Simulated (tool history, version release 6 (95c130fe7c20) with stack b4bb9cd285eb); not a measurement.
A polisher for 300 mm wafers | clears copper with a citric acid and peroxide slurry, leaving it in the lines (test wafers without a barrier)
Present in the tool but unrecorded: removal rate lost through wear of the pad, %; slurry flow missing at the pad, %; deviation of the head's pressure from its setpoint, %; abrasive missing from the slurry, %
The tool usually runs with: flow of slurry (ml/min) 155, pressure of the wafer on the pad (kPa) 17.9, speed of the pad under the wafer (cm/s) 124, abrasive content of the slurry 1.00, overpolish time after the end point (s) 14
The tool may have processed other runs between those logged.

run   hour  flow of slurry (ml/min)  pressure of the wafer on the pad (kPa)  speed of the pad under the wafer (cm/s)  abrasive content of the slurry  overpolish time after the end point (s)  wafers since the last listed run  wafers polished on this pad  hours since the slurry nozzle was cleaned  hours since the head pressure was calibrated  hours since the slurry blender was calibrated  incoming thickness of the incoming film, nm  time until the end point was called (s)  dishing of a wide line in a test structure (angstrom)
  1    0.0                      155                                    17.9                                      124                            1.00                                       11                                 0                          518                                      396.4                                         393.3                                          413.8                                        207.6                                     95.3                                                    151
  2   22.8                      155                                    17.9                                      124                            1.00                                       11                               250                          769                                      419.2                                         416.1                                          436.6                                        204.0                                     95.0                                                    146
      32.1  -- slurry nozzle cleaned
      65.2  -- slurry blender recalibrated
     112.3  -- worn pad replaced by a new one
  3  129.9                      155                                    17.9                                      124                            1.00                                       14                              1100                          193                                       97.8                                         523.2                                           64.7                                        204.0                                     79.4                                                    212
  4  143.2                      155                                    17.9                                      124                            1.00                                       14                               146                          340                                      111.1                                         536.5                                           78.0                                        204.4                                     79.2                                                    204
  5  165.3                      155                                    17.9                                      124                            1.00                                       14                               243                          583                                      133.2                                         558.6                                          100.1                                        206.5                                     79.5                                                    214
  6  198.9                      135                                    17.9                                      124                            1.00                                       14                               369                          952                                      166.8                                         592.2                                          133.7                                        201.0                                     82.5                                                    196
  7  214.6                      155                                    17.9                                      124                            1.00                                       14                               172                         1125                                      182.5                                         607.9                                          149.4                                        203.9                                     84.2                                                    201
  8  232.6                      155                                    17.9                                      124                            1.00                                       14                               197                         1323                                      200.5                                         625.9                                          167.4                                        205.7                                     80.7                                                    211
  9  247.0                      155                                    17.9                                      124                            1.00                                       14                               158                         1481                                      214.9                                         640.3                                          181.8                                        204.6                                     82.5                                                    203
     274.2  -- worn pad replaced by a new one
 10  275.5                      155                                    17.9                                      124                            1.00                                       14                               269                           14                                      243.4                                         668.8                                          210.3                                        205.8                                     83.9                                                    199
 11  293.1                      155                                    17.9                                      124                            1.00                                       14                               193                          207                                      261.0                                         686.4                                          227.9                                        205.6                                     84.1                                                    183
 12  312.8                      155                                    17.9                                      124                            1.00                                       14                               216                          424                                      280.7                                         706.1                                          247.6                                        206.1                                     86.9                                                    195
 13  333.2                      155                                    17.9                                      124                            1.00                                       14                               224                          648                                      301.1                                         726.5                                          268.0                                        203.6                                     85.7                                                    193
     389.6  -- head pressure recalibrated
 14  390.1                      155                                    17.9                                      124                            1.00                                       14                               603                         1252                                      358.0                                           0.5                                          324.9                                        209.3                                     93.3                                                    187
     425.2  -- worn pad replaced by a new one
 15  476.1                      155                                    22.1                                      104                            0.90                                       14                               901                          559                                      444.0                                          86.5                                          410.9                                        202.8                                     94.1                                                    181
     498.4  -- slurry blender recalibrated
 16  504.1                      155                                    17.9                                      124                            1.00                                       14                               285                          845                                      472.0                                         114.5                                            5.7                                        206.6                                     92.0                                                    178
 17  527.6                      155                                    17.9                                      124                            1.15                                       14                               258                         1104                                      495.5                                         138.0                                           29.2                                        207.0                                     93.6                                                    189
     540.8  -- slurry nozzle cleaned
 18  547.8                      155                                    17.9                                      162                            0.75                                       14                               211                         1315                                        7.0                                         158.2                                           49.4                                        205.9                                     67.6                                                    243
 19  560.8                      190                                    17.9                                      104                            1.00                                       14                               142                         1458                                       20.0                                         171.2                                           62.4                                        200.6                                     84.5                                                    192
     565.5  -- worn pad replaced by a new one
 20  592.1                      155                                    17.9                                      152                            0.90                                       14                               300                          292                                       51.3                                         202.5                                           93.7                                        203.3                                     69.7                                                    236
 21  611.9                      155                                    17.9                                      124                            1.00                                       14                               217                          510                                       71.1                                         222.3                                          113.5                                        207.2                                     76.4                                                    209
 22  671.8                      155                                    17.9                                      124                            0.90                                       14                               658                         1168                                      131.0                                         282.2                                          173.4                                        209.5                                     82.5                                                    197
 23  688.6                      205                                    14.5                                       94                            1.00                                        6                               184                         1353                                      147.8                                         299.0                                          190.2                                        205.9                                    117.1                                                     70
 24  706.3                      155                                    13.8                                      150                            1.20                                       18                               194                         1548                                      165.5                                         316.7                                          207.9                                        206.4                                     86.0                                                    222
     715.2  -- worn pad replaced by a new one
 25  722.5                      170                                    17.9                                      124                            0.80                                       14                               134                           80                                      181.7                                         332.9                                          224.1                                        206.9                                     86.2                                                    196
 26  737.8                      155                                    17.9                                       88                            0.75                                       20                               168                          248                                      197.0                                         348.2                                          239.4                                        208.0                                    115.5                                                    197
 27  755.4                      155                                    17.9                                      144                            1.25                                        9                               193                          442                                      214.6                                         365.8                                          257.0                                        204.6                                     68.1                                                    158

Subtracting, for every run, the result it would have given without the tool's unlogged condition from the measured result gives the following. The same run-to-run variation enters both numbers; the gauge's scatter may not:
run  time until the end point was called (s)  dishing of a wide line in a test structure (angstrom)
  1                                    +16.8                                                    -28
  2                                    +18.6                                                    -29
  3                                     +3.5                                                     -8
  4                                     +3.9                                                     -8
  5                                     +4.4                                                    -10
  6                                     +5.8                                                    -12
  7                                     +6.2                                                    -12
  8                                     +6.5                                                    -14
  9                                     +7.2                                                    -15
 10                                     +8.4                                                    -17
 11                                     +9.1                                                    -18
 12                                    +10.3                                                    -20
 13                                    +11.1                                                    -23
 14                                    +15.5                                                    -30
 15                                    +22.6                                                    -46
 16                                    +15.5                                                    -29
 17                                    +19.1                                                    -38
 18                                     +0.9                                                     -2
 19                                     +1.3                                                     -3
 20                                     +1.6                                                     -4
 21                                     +2.2                                                     -4
 22                                     +3.8                                                     -8
 23                                     +5.9                                                     -4
 24                                     +5.2                                                    -11
 25                                     +5.3                                                    -10
 26                                     +7.8                                                    -12
 27                                     +5.4                                                    -12
